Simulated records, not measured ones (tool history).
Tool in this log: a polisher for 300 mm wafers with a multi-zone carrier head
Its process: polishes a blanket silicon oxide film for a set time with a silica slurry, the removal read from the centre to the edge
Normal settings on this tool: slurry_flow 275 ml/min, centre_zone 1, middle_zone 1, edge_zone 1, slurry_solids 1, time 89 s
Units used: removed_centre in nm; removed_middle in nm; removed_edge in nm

run     day  slurry_flow  centre_zone  middle_zone  edge_zone  slurry_solids  time  wafers since the last listed run  wafers polished on this pad  hours since the slurry nozzle was cleaned  hours since the centre zone pressure was calibrated  hours since the edge zone pressure was calibrated  hours since the carrier head's membrane was replaced  incoming thickness of the incoming film, nm  removed_centre  removed_middle  removed_edge
  1       0          275         1.09            1          1              1    89                                 0                          207                                      141.3                                                396.4                                              118.9                                                 953.6                                         1608           240.4           243.9         230.5
      3.179  -- centre zone pressure recalibrated
  2   4.167          275         1.09            1          1              1    89                               459                          667                                      241.3                                                 23.7                                              218.9                                                1053.6                                       1624.7           245.4           232.6         221.3
  3    6.65          275            1            1          1            1.2    89                               279                          946                                      300.9                                                 83.3                                              278.5                                                1113.2                                       1612.5           232.4           239.1         234.7
      8.871  -- slurry nozzle cleaned
  4  10.446          275            1            1          1              1    81                               422                         1368                                       37.8                                                174.4                                              369.6                                                1204.3                                       1606.5           188.9           195.1         190.3
      12.75  -- worn pad replaced by a new one
  5  14.004          275         0.95         1.03          1              1    89                               381                          141                                      123.2                                                259.8                                                455                                                1289.7                                       1633.9           212.4             245         231.4
  6  18.238          275         0.95         1.03          1              1    89                               475                          617                                      224.8                                                361.4                                              556.6                                                1391.3                                       1626.8           198.8           235.9         221.3
  7  22.367          275         0.95         1.03          1              1    89                               464                         1081                                      323.9                                                460.5                                              655.7                                                1490.4                                       1634.8           184.4           229.9         213.9
     23.546  -- centre zone pressure recalibrated
     24.804  -- slurry nozzle cleaned
  8  26.342          275            1            1          1              1    89                               432                         1514                                       36.9                                                 67.1                                              751.1                                                1585.8                                       1626.1           204.9           210.3         201.9
     27.462  -- worn pad replaced by a new one
  9   29.75          275            1            1          1              1    89                               364                          257                                      118.7                                                148.9                                              832.9                                                1667.6                                       1621.9           227.9           233.8         231.4
 10  32.342          275            1            1          1            1.3    89                               291                          548                                      180.9                                                211.1                                              895.1                                                1729.8                                       1595.9           244.3           253.3         249.4
 11  36.262          275         1.09            1       0.96              1    77                               440                          989                                        275                                                305.2                                              989.2                                                1823.9                                       1632.4           196.2           192.8         184.8
     38.146  -- slurry nozzle cleaned
 12  38.512          275            1            1          1              1    89                               248                         1237                                        8.8                                                359.2                                             1043.2                                                1877.9                                       1627.9           196.2           217.7         211.7
     39.392  -- worn pad replaced by a new one
     41.004  -- carrier head's membrane replaced by a new one
 13  42.217          275         0.95         1.03          1              1    89                               374                          294                                       97.7                                                448.1                                             1132.1                                                  29.1                                       1623.8           196.2           246.3         227.2
     43.617  -- centre zone pressure recalibrated
 14  44.038          355            1            1          1              1    70                               195                          489                                      141.4                                                 10.1                                             1175.8                                                  72.8                                       1648.5           180.1           182.5         179.4
     44.317  -- edge zone pressure recalibrated
 15  46.533          275            1            1       0.96              1    89                               271                          760                                      201.3                                                   70                                               53.2                                                 132.7                                       1632.3           219.7           230.2         216.1
 16  48.646          275         1.04         1.07          1              1   119                               237                          998                                        252                                                120.7                                              103.9                                                 183.4                                       1629.5             300           317.6         287.4
     50.012  -- slurry nozzle cleaned
 17  50.171          180            1            1        1.1            0.9   115                               166                         1165                                        3.8                                                157.3                                              140.5                                                   220                                       1604.8           253.4           261.3         262.2
     50.517  -- worn pad replaced by a new one
 18    52.7          275            1            1          1              1    89                               265                          245                                       64.5                                                  218                                              201.2                                                 280.7                                       1609.4             227           238.6         231.5
 19  55.854          190         0.97            1          1              1    89                               354                          600                                      140.2                                                293.7                                              276.9                                                 356.4                                       1642.3           209.4           223.8         220.7
 20  57.971          275            1            1       1.06              1    89                               237                          838                                        191                                                344.5                                              327.7                                                 407.2                                       1641.8           213.3           222.3         222.5

5 options for the next run, each taken on its own from the tool as it stands now. Forecast them:
  A  57.992          275            1            1          1              1    89                                 2                          840                                      191.5                                                  345                                              328.2                                                 407.7                                       1615.3               ?               ?             ?
  B  57.992          275            1         1.11          1           0.85    89                                 2                          840                                      191.5                                                  345                                              328.2                                                 407.7                                       1615.3               ?               ?             ?
  C  57.992          355         1.03            1          1              1    89                                 2                          840                                      191.5                                                  345                                              328.2                                                 407.7                                       1615.3               ?               ?             ?
  D  57.992          275            1         1.08       0.95            0.8    89                                 2                          840                                      191.5                                                  345                                              328.2                                                 407.7                                       1615.3               ?               ?             ?
  E  57.992          275         0.92            1          1            0.9    89                                 2                          840                                      191.5                                                  345                                              328.2                                                 407.7                                       1615.3               ?               ?             ?

run  removed_centre  removed_middle  removed_edge
  A           207.2           228.6         216.7
  B           192.9           232.4         201.2
  C           217.3           232.2         219.3
  D           187.4           220.6         192.6
  E           181.8           218.3         206.9
Stripped of hidden state, with their random variation kept, the same runs would have yielded:
run  removed_centre  removed_middle  removed_edge
  A             234           245.3         232.6
  B           217.8           249.3           216
  C           245.3           249.1         235.4
  D           211.6           236.7         206.8
  E           205.3           234.2           222
